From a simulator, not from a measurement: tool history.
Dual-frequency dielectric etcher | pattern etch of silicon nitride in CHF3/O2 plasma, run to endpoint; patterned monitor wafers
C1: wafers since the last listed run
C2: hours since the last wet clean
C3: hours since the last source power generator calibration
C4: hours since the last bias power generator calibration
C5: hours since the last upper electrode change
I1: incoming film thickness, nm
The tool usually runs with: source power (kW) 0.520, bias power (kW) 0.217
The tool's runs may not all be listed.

run 1 hour=0.0 | source_power_(kW)=0.520 bias_power_(kW)=0.217 | C1=0 C2=39.9 C3=2416.6 C4=879.4 C5=3756.2 | I1=61.6 | endpoint_time_(s)=38.8
run 2 hour=22.6 | source_power_(kW)=0.520 bias_power_(kW)=0.217 | C1=240 C2=62.5 C3=2439.2 C4=902.0 C5=3778.8 | I1=61.6 | endpoint_time_(s)=38.7
run 3 hour=44.5 | source_power_(kW)=0.520 bias_power_(kW)=0.217 | C1=233 C2=84.4 C3=2461.1 C4=923.9 C5=3800.7 | I1=61.8 | endpoint_time_(s)=38.8
run 4 hour=73.0 | source_power_(kW)=0.420 bias_power_(kW)=0.217 | C1=303 C2=112.9 C3=2489.6 C4=952.4 C5=3829.2 | I1=61.2 | endpoint_time_(s)=44.1
run 5 hour=96.9 | source_power_(kW)=0.520 bias_power_(kW)=0.217 | C1=254 C2=136.8 C3=2513.5 C4=976.3 C5=3853.1 | I1=62.2 | endpoint_time_(s)=38.5
run 6 hour=178.7 | source_power_(kW)=0.550 bias_power_(kW)=0.176 | C1=871 C2=218.6 C3=2595.3 C4=1058.1 C5=3934.9 | I1=61.8 | endpoint_time_(s)=41.2
run 7 hour=200.2 | source_power_(kW)=0.520 bias_power_(kW)=0.217 | C1=229 C2=240.1 C3=2616.8 C4=1079.6 C5=3956.4 | I1=62.3 | endpoint_time_(s)=39.0
run 8 hour=221.3 | source_power_(kW)=0.450 bias_power_(kW)=0.217 | C1=224 C2=261.2 C3=2637.9 C4=1100.7 C5=3977.5 | I1=61.8 | endpoint_time_(s)=42.9
run 9 hour=246.5 | source_power_(kW)=0.450 bias_power_(kW)=0.217 | C1=268 C2=286.4 C3=2663.1 C4=1125.9 C5=4002.7 | I1=61.7 | endpoint_time_(s)=42.5
run 10 hour=264.4 | source_power_(kW)=0.450 bias_power_(kW)=0.217 | C1=190 C2=304.3 C3=2681.0 C4=1143.8 C5=4020.6 | I1=62.1 | endpoint_time_(s)=42.5
run 11 hour=289.1 | source_power_(kW)=0.520 bias_power_(kW)=0.217 | C1=263 C2=329.0 C3=2705.7 C4=1168.5 C5=4045.3 | I1=62.3 | endpoint_time_(s)=39.4
-- hour=294.8 source power generator calibrated
run 12 hour=311.4 | source_power_(kW)=0.520 bias_power_(kW)=0.217 | C1=195 C2=351.3 C3=16.6 C4=1190.8 C5=4067.6 | I1=61.0 | endpoint_time_(s)=38.6
run 13 hour=334.1 | source_power_(kW)=0.520 bias_power_(kW)=0.217 | C1=241 C2=374.0 C3=39.3 C4=1213.5 C5=4090.3 | I1=62.3 | endpoint_time_(s)=39.1
run 14 hour=355.5 | source_power_(kW)=0.520 bias_power_(kW)=0.217 | C1=228 C2=395.4 C3=60.7 C4=1234.9 C5=4111.7 | I1=62.0 | endpoint_time_(s)=39.3
run 15 hour=379.2 | source_power_(kW)=0.520 bias_power_(kW)=0.244 | C1=252 C2=419.1 C3=84.4 C4=1258.6 C5=4135.4 | I1=61.5 | endpoint_time_(s)=36.6
run 16 hour=403.4 | source_power_(kW)=0.580 bias_power_(kW)=0.217 | C1=257 C2=443.3 C3=108.6 C4=1282.8 C5=4159.6 | I1=62.0 | endpoint_time_(s)=36.1
run 17 hour=421.1 | source_power_(kW)=0.580 bias_power_(kW)=0.217 | C1=188 C2=461.0 C3=126.3 C4=1300.5 C5=4177.3 | I1=61.4 | endpoint_time_(s)=36.2
run 18 hour=454.4 | source_power_(kW)=0.410 bias_power_(kW)=0.266 | C1=354 C2=494.3 C3=159.6 C4=1333.8 C5=4210.6 | I1=61.6 | endpoint_time_(s)=41.5
-- hour=486.0 wet clean of the chamber
-- hour=509.9 upper electrode replaced
run 19 hour=510.4 | source_power_(kW)=0.610 bias_power_(kW)=0.245 | C1=86 C2=24.4 C3=215.6 C4=1389.8 C5=0.5 | I1=61.5 | endpoint_time_(s)=33.8
run 20 hour=513.7 | source_power_(kW)=0.520 bias_power_(kW)=0.217 | C1=35 C2=27.7 C3=218.9 C4=1393.1 C5=3.8 | I1=61.7 | endpoint_time_(s)=38.9
run 21 hour=546.3 | source_power_(kW)=0.580 bias_power_(kW)=0.175 | C1=347 C2=60.3 C3=251.5 C4=1425.7 C5=36.4 | I1=62.0 | endpoint_time_(s)=40.4
run 22 hour=575.8 | source_power_(kW)=0.640 bias_power_(kW)=0.193 | C1=314 C2=89.8 C3=281.0 C4=1455.2 C5=65.9 | I1=62.3 | endpoint_time_(s)=36.7
run 23 hour=593.5 | source_power_(kW)=0.520 bias_power_(kW)=0.217 | C1=188 C2=107.5 C3=298.7 C4=1472.9 C5=83.6 | I1=61.7 | endpoint_time_(s)=39.1
run 24 hour=606.3 | source_power_(kW)=0.580 bias_power_(kW)=0.190 | C1=136 C2=120.3 C3=311.5 C4=1485.7 C5=96.4 | I1=61.9 | endpoint_time_(s)=38.8
run 25 hour=635.6 | source_power_(kW)=0.470 bias_power_(kW)=0.172 | C1=312 C2=149.6 C3=340.8 C4=1515.0 C5=125.7 | I1=62.3 | endpoint_time_(s)=46.3
-- hour=646.8 bias power generator calibrated
run 26 hour=669.3 | source_power_(kW)=0.410 bias_power_(kW)=0.257 | C1=316 C2=183.3 C3=374.5 C4=22.5 C5=159.4 | I1=61.1 | endpoint_time_(s)=41.3
run 27 hour=683.0 | source_power_(kW)=0.620 bias_power_(kW)=0.245 | C1=145 C2=197.0 C3=388.2 C4=36.2 C5=173.1 | I1=61.6 | endpoint_time_(s)=33.1
run 28 hour=703.4 | source_power_(kW)=0.570 bias_power_(kW)=0.217 | C1=217 C2=217.4 C3=408.6 C4=56.6 C5=193.5 | I1=61.6 | endpoint_time_(s)=37.2
run 29 hour=722.5 | source_power_(kW)=0.600 bias_power_(kW)=0.217 | C1=203 C2=236.5 C3=427.7 C4=75.7 C5=212.6 | I1=61.7 | endpoint_time_(s)=36.1
run 30 hour=742.7 | source_power_(kW)=0.450 bias_power_(kW)=0.244 | C1=215 C2=256.7 C3=447.9 C4=95.9 C5=232.8 | I1=61.2 | endpoint_time_(s)=40.2
run 31 hour=769.6 | source_power_(kW)=0.520 bias_power_(kW)=0.217 | C1=286 C2=283.6 C3=474.8 C4=122.8 C5=259.7 | I1=61.7 | endpoint_time_(s)=38.5
run 32 hour=783.1 | source_power_(kW)=0.460 bias_power_(kW)=0.217 | C1=143 C2=297.1 C3=488.3 C4=136.3 C5=273.2 | I1=61.7 | endpoint_time_(s)=41.4
run 33 hour=811.2 | source_power_(kW)=0.520 bias_power_(kW)=0.254 | C1=299 C2=325.2 C3=516.4 C4=164.4 C5=301.3 | I1=62.0 | endpoint_time_(s)=36.3
run 34 hour=839.0 | source_power_(kW)=0.520 bias_power_(kW)=0.217 | C1=296 C2=353.0 C3=544.2 C4=192.2 C5=329.1 | I1=62.0 | endpoint_time_(s)=39.0

Forecast each of these 5 alternatives for the next run:
run A hour=839.4 | source_power_(kW)=0.520 bias_power_(kW)=0.252 | C1=4 C2=353.4 C3=544.6 C4=192.6 C5=329.5 | I1=62.1 | endpoint_time_(s)=?
run B hour=839.4 | source_power_(kW)=0.480 bias_power_(kW)=0.186 | C1=4 C2=353.4 C3=544.6 C4=192.6 C5=329.5 | I1=62.1 | endpoint_time_(s)=?
run C hour=839.4 | source_power_(kW)=0.520 bias_power_(kW)=0.259 | C1=4 C2=353.4 C3=544.6 C4=192.6 C5=329.5 | I1=62.1 | endpoint_time_(s)=?
run D hour=839.4 | source_power_(kW)=0.590 bias_power_(kW)=0.176 | C1=4 C2=353.4 C3=544.6 C4=192.6 C5=329.5 | I1=62.1 | endpoint_time_(s)=?
run E hour=839.4 | source_power_(kW)=0.480 bias_power_(kW)=0.185 | C1=4 C2=353.4 C3=544.6 C4=192.6 C5=329.5 | I1=62.1 | endpoint_time_(s)=?

run=A endpoint_time_(s)=36.3
run=B endpoint_time_(s)=43.7
run=C endpoint_time_(s)=35.9
run=D endpoint_time_(s)=39.6
run=E endpoint_time_(s)=43.8
What these runs would have given with no unlogged condition in the tool:
run=A endpoint_time_(s)=36.3
run=B endpoint_time_(s)=43.7
run=C endpoint_time_(s)=35.9
run=D endpoint_time_(s)=39.6
run=E endpoint_time_(s)=43.8
